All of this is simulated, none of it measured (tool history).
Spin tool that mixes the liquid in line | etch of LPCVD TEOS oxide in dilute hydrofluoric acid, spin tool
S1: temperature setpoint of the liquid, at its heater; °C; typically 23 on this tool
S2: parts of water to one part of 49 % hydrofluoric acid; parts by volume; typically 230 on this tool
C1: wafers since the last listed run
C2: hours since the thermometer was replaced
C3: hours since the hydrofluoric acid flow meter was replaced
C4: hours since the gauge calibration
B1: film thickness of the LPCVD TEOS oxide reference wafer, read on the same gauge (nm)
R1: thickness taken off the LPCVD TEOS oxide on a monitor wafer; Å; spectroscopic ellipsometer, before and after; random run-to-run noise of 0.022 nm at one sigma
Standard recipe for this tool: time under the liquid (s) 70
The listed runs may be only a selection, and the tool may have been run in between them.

Run 1, hour 0: usual settings but S2 265 parts by volume; C1 0; C2 574.2; C3 408.8; C4 272.9; B1 80.873. Result: R1 32.76 Å.
Run 2, hour 60.2: usual settings but S2 265 parts by volume; C1 648; C2 634.4; C3 469; C4 333.1; B1 81.03. Result: R1 32.86 Å.
Run 3, hour 104.9: usual settings but S1 25 °C, time under the liquid (s) 60; C1 481; C2 679.1; C3 513.7; C4 377.8; B1 81.197. Result: R1 35.75 Å.
At hour 118.5: hydrofluoric acid flow meter replaced.
Run 4, hour 150.8: usual settings but S1 25 °C, time under the liquid (s) 60; C1 483; C2 725; C3 32.3; C4 423.7; B1 81.334. Result: R1 36.25 Å.
Run 5, hour 184.8: usual settings; C1 366; C2 759; C3 66.3; C4 457.7; B1 81.448. Result: R1 39.22 Å.
Run 6, hour 251.9: usual settings; C1 722; C2 826.1; C3 133.4; C4 524.8; B1 81.668. Result: R1 39.08 Å.
Run 7, hour 302.3: usual settings; C1 542; C2 876.5; C3 183.8; C4 575.2; B1 81.818. Result: R1 39.83 Å.
Run 8, hour 359.7: usual settings but S1 25.5 °C, S2 190 parts by volume; C1 618; C2 933.9; C3 241.2; C4 632.6; B1 82.007. Result: R1 55 Å.
Run 9, hour 389.7: usual settings but S1 25.5 °C, S2 190 parts by volume; C1 323; C2 963.9; C3 271.2; C4 662.6; B1 82.101. Result: R1 54.88 Å.
Run 10, hour 450.1: usual settings but time under the liquid (s) 40; C1 650; C2 1024.3; C3 331.6; C4 723; B1 82.278. Result: R1 22.72 Å.
Run 11, hour 481.6: usual settings but time under the liquid (s) 40; C1 339; C2 1055.8; C3 363.1; C4 754.5; B1 82.382. Result: R1 22.94 Å.
At hour 523.3: thermometer replaced.
Run 12, hour 551: usual settings but time under the liquid (s) 90; C1 736; C2 27.7; C3 432.5; C4 823.9; B1 82.617. Result: R1 51.47 Å.
Run 13, hour 615: usual settings; C1 689; C2 91.7; C3 496.5; C4 887.9; B1 82.843. Result: R1 40.24 Å.
At hour 625.6: gauge calibrated.
At hour 677.1: hydrofluoric acid flow meter replaced.
Run 14, hour 686.5: usual settings but time under the liquid (s) 35; C1 759; C2 163.2; C3 9.4; C4 60.9; B1 80.165. Result: R1 19.41 Å.
Run 15, hour 722.6: usual settings but S2 270 parts by volume; C1 388; C2 199.3; C3 45.5; C4 97; B1 80.263. Result: R1 31.74 Å.
Run 16, hour 749.6: usual settings but S2 345 parts by volume, time under the liquid (s) 105; C1 290; C2 226.3; C3 72.5; C4 124; B1 80.337. Result: R1 34.9 Å.
Run 17, hour 797.2: usual settings but S1 21 °C, time under the liquid (s) 100; C1 512; C2 273.9; C3 120.1; C4 171.6; B1 80.488. Result: R1 51.58 Å.
Run 18, hour 847.6: usual settings but time under the liquid (s) 45; C1 542; C2 324.3; C3 170.5; C4 222; B1 80.666. Result: R1 25.02 Å.
Run 19, hour 885.7: usual settings but S2 135 parts by volume; C1 410; C2 362.4; C3 208.6; C4 260.1; B1 80.788. Result: R1 73.76 Å.
Run 20, hour 931: usual settings but S1 18 °C, time under the liquid (s) 85; C1 487; C2 407.7; C3 253.9; C4 305.4; B1 80.904. Result: R1 39.73 Å.
Run 21, hour 955.1: usual settings but S1 25 °C, time under the liquid (s) 60; C1 259; C2 431.8; C3 278; C4 329.5; B1 81.004. Result: R1 36.2 Å.
Run 22, hour 1134.5: usual settings; C1 1932; C2 611.2; C3 457.4; C4 508.9; B1 81.577. Result: R1 39.9 Å.
Run 23, hour 1191.8: usual settings; C1 617; C2 668.5; C3 514.7; C4 566.2; B1 81.747. Result: R1 39.6 Å.
Run 24, hour 1220.8: usual settings but S1 26.5 °C, S2 145 parts by volume; C1 312; C2 697.5; C3 543.7; C4 595.2; B1 81.864. Result: R1 78.12 Å.

4 ways to go on from here, each from the tool as it stands after run 24. What would each give?
Run A, hour 1221.2: usual settings; C1 4; C2 697.9; C3 544.1; C4 595.6; B1 ?. Result: R1 ?.
Run B, hour 1221.2: usual settings but S1 18.5 °C, S2 330 parts by volume; C1 4; C2 697.9; C3 544.1; C4 595.6; B1 ?. Result: R1 ?.
Run C, hour 1221.2: usual settings but S1 20.5 °C, S2 185 parts by volume, time under the liquid (s) 40; C1 4; C2 697.9; C3 544.1; C4 595.6; B1 ?. Result: R1 ?.
Run D, hour 1221.2: usual settings but S2 285 parts by volume; C1 4; C2 697.9; C3 544.1; C4 595.6; B1 ?. Result: R1 ?.

run      B1     R1
  A  81.858  39.58
  B  81.858  21.33
  C  81.858  26.78
  D  81.858  30.25
Without the tool's hidden state the same runs would have given:
run     R1
  A  38.69
  B  20.85
  C  26.18
  D  29.56
